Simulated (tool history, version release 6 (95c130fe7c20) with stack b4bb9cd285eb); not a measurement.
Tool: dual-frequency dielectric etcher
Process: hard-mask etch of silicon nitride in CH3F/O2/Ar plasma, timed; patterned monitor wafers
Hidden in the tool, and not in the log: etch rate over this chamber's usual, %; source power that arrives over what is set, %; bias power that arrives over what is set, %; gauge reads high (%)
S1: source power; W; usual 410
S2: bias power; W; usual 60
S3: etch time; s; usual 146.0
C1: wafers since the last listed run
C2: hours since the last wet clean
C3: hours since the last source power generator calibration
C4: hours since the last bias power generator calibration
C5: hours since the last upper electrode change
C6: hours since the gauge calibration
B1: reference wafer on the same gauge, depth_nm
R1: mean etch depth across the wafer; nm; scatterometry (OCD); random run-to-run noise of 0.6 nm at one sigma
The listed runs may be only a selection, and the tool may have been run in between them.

run,hour,S1,S2,S3,C1,C2,C3,C4,C5,C6,B1,R1
1,0.0,410,60,146.0,0,512.4,3822.1,3504.3,6265.5,312.3,103.9,90.8
# hour 39.9: wet clean of the chamber
2,40.4,410,60,146.0,86,0.5,3862.5,3544.7,6305.9,352.7,103.9,94.4
3,56.1,410,60,146.0,83,16.2,3878.2,3560.4,6321.6,368.4,103.6,94.7
4,73.7,410,60,146.0,93,33.8,3895.8,3578.0,6339.2,386.0,103.8,93.9
5,103.5,410,60,146.0,157,63.6,3925.6,3607.8,6369.0,415.8,104.0,94.4
6,125.9,410,60,146.0,118,86.0,3948.0,3630.2,6391.4,438.2,103.8,94.6
7,149.5,410,60,146.0,124,109.6,3971.6,3653.8,6415.0,461.8,104.2,93.3
8,179.9,410,60,146.0,160,140.0,4002.0,3684.2,6445.4,492.2,104.0,94.5
9,232.3,410,60,146.0,277,192.4,4054.4,3736.6,6497.8,544.6,103.9,93.7
# hour 272.5: upper electrode replaced
10,273.0,410,60,146.0,88,233.1,4095.1,3777.3,0.5,585.3,104.3,91.8
11,280.6,410,60,146.0,40,240.7,4102.7,3784.9,8.1,592.9,103.8,92.3
# hour 304.4: gauge calibrated
12,312.2,410,60,146.0,167,272.3,4134.3,3816.5,39.7,7.8,104.0,92.2
13,355.1,410,60,146.0,226,315.2,4177.2,3859.4,82.6,50.7,103.8,92.1
14,375.9,410,60,146.0,110,336.0,4198.0,3880.2,103.4,71.5,103.7,92.0
15,398.4,380,66,167.5,119,358.5,4220.5,3902.7,125.9,94.0,103.7,106.2
16,431.8,380,56,134.5,176,391.9,4253.9,3936.1,159.3,127.4,104.1,79.3
17,446.6,320,48,146.0,78,406.7,4268.7,3950.9,174.1,142.2,103.9,77.6
18,465.4,410,73,146.0,99,425.5,4287.5,3969.7,192.9,161.0,104.3,97.1
# hour 491.6: wet clean of the chamber
19,492.1,360,60,118.0,14,0.5,4314.2,3996.4,219.6,187.7,104.3,74.6
20,516.8,410,60,146.0,130,25.2,4338.9,4021.1,244.3,212.4,103.8,96.6
# hour 536.0: bias power generator calibrated
21,536.5,460,70,168.5,83,44.9,4358.6,0.5,264.0,232.1,104.2,120.5
22,552.4,360,60,118.0,84,60.8,4374.5,16.4,279.9,248.0,103.8,74.8
# hour 560.6: source power generator calibrated
23,569.1,320,68,146.0,67,77.5,8.5,33.1,296.6,264.7,104.0,92.1
24,621.4,360,48,172.5,276,129.8,60.8,85.4,348.9,317.0,104.1,100.6
25,640.6,410,52,129.5,101,149.0,80.0,104.6,368.1,336.2,103.9,80.1
26,656.0,410,60,146.0,81,164.4,95.4,120.0,383.5,351.6,103.9,95.7
27,673.0,440,56,168.5,89,181.4,112.4,137.0,400.5,368.6,103.8,110.6
28,696.7,410,60,146.0,125,205.1,136.1,160.7,424.2,392.3,103.9,94.4
29,711.6,410,66,134.5,78,220.0,151.0,175.6,439.1,407.2,104.0,89.2
30,814.8,410,73,179.5,545,323.2,254.2,278.8,542.3,510.4,103.8,122.1
# hour 815.5: gauge calibrated
31,836.7,480,60,115.5,115,345.1,276.1,300.7,564.2,21.2,104.3,77.2

A few steps of R1 between consecutive runs. Split each: what settings, incoming material and random variation would produce without the hidden state, and what is left over for the hidden state, along with gauge scatter present in only one of the two compared results (measured, and without hidden state):
Run 1 -> 2: wet clean of the chamber. R1 +3.6 nm: hidden state +4.6, all else -1.0.
Run 18 -> 19: S1 410 -> 360, S2 73 -> 60, S3 146.0 -> 118.0, wet clean of the chamber. R1 -22.5 nm: hidden state +5.6, all else -28.1.
Run 21 -> 22: S1 460 -> 360, S2 70 -> 60, S3 168.5 -> 118.0. R1 -45.7 nm: hidden state -0.3, all else -45.4.
Run 29 -> 30: S2 66 -> 73, S3 134.5 -> 179.5. R1 +32.9 nm: hidden state -1.8, all else +34.7.
Run 30 -> 31: S1 410 -> 480, S2 73 -> 60, S3 179.5 -> 115.5, gauge calibrated. R1 -44.9 nm: hidden state +1.0, all else -45.9.
